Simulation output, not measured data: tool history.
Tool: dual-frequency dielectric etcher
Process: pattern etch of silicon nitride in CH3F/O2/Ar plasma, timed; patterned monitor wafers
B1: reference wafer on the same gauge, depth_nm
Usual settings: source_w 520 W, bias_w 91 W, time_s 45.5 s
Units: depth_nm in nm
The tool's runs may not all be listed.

run 1 day=0.000 | source_w=520 bias_w=105 time_s=39.5 | B1=34.61 | depth_nm=32.38
run 2 day=2.538 | source_w=520 bias_w=105 time_s=39.5 | B1=34.63 | depth_nm=32.06
run 3 day=4.183 | source_w=520 bias_w=91 time_s=45.5 | B1=34.60 | depth_nm=35.56
run 4 day=6.950 | source_w=520 bias_w=91 time_s=45.5 | B1=34.57 | depth_nm=35.34
run 5 day=8.988 | source_w=520 bias_w=91 time_s=45.5 | B1=34.59 | depth_nm=35.05
run 6 day=11.108 | source_w=520 bias_w=91 time_s=45.5 | B1=34.59 | depth_nm=34.64
run 7 day=13.867 | source_w=520 bias_w=91 time_s=45.5 | B1=34.63 | depth_nm=34.63
run 8 day=15.838 | source_w=520 bias_w=91 time_s=45.5 | B1=34.64 | depth_nm=34.52
run 9 day=17.308 | source_w=520 bias_w=76 time_s=45.5 | B1=34.61 | depth_nm=32.52
run 10 day=18.412 | source_w=520 bias_w=76 time_s=45.5 | B1=34.52 | depth_nm=32.70
-- day=20.483 wet clean of the chamber
run 11 day=20.504 | source_w=520 bias_w=91 time_s=45.5 | B1=34.56 | depth_nm=33.65
run 12 day=21.704 | source_w=520 bias_w=91 time_s=45.5 | B1=34.68 | depth_nm=33.25
run 13 day=26.371 | source_w=520 bias_w=91 time_s=45.5 | B1=34.58 | depth_nm=33.21
-- day=26.992 source power generator calibrated
run 14 day=28.438 | source_w=520 bias_w=91 time_s=45.5 | B1=34.59 | depth_nm=33.33
-- day=30.050 wet clean of the chamber, repeated, since the last time left the tool worse
-- day=30.050 gauge calibrated
-- day=30.529 upper electrode replaced
run 15 day=30.550 | source_w=520 bias_w=91 time_s=45.5 | B1=34.61 | depth_nm=35.49
run 16 day=31.517 | source_w=480 bias_w=100 time_s=42.0 | B1=34.65 | depth_nm=32.18
run 17 day=33.800 | source_w=430 bias_w=91 time_s=49.0 | B1=34.65 | depth_nm=33.87
run 18 day=36.254 | source_w=620 bias_w=99 time_s=49.5 | B1=34.58 | depth_nm=43.46
run 19 day=38.125 | source_w=520 bias_w=105 time_s=39.5 | B1=34.59 | depth_nm=31.83
run 20 day=39.608 | source_w=520 bias_w=91 time_s=45.5 | B1=34.58 | depth_nm=35.00
run 21 day=41.942 | source_w=450 bias_w=79 time_s=34.0 | B1=34.68 | depth_nm=23.01
-- day=43.992 bias power generator calibrated
run 22 day=44.712 | source_w=520 bias_w=91 time_s=45.5 | B1=34.60 | depth_nm=35.06
run 23 day=47.171 | source_w=520 bias_w=91 time_s=45.5 | B1=34.58 | depth_nm=34.76
run 24 day=48.612 | source_w=470 bias_w=77 time_s=34.5 | B1=34.55 | depth_nm=23.15
run 25 day=50.471 | source_w=630 bias_w=91 time_s=38.5 | B1=34.62 | depth_nm=32.49
run 26 day=51.596 | source_w=590 bias_w=112 time_s=52.0 | B1=34.58 | depth_nm=44.88
-- day=52.971 wet clean of the chamber
run 27 day=54.350 | source_w=520 bias_w=98 time_s=35.0 | B1=34.59 | depth_nm=27.72
run 28 day=55.521 | source_w=610 bias_w=112 time_s=36.0 | B1=34.59 | depth_nm=32.89
run 29 day=56.579 | source_w=520 bias_w=76 time_s=45.5 | B1=34.68 | depth_nm=33.09

3 ways to go on from here, each from the tool as it stands after run 29. What would each give?
run A day=56.596 | source_w=440 bias_w=91 time_s=45.5 | B1=? | depth_nm=?
run B day=56.596 | source_w=410 bias_w=72 time_s=45.5 | B1=? | depth_nm=?
run C day=56.596 | source_w=390 bias_w=91 time_s=45.5 | B1=? | depth_nm=?

run=A B1=34.66 depth_nm=31.80
run=B B1=34.66 depth_nm=28.19
run=C B1=34.66 depth_nm=29.34
Without the tool's hidden state the same runs would have given:
run=A depth_nm=32.04
run=B depth_nm=28.41
run=C depth_nm=29.57
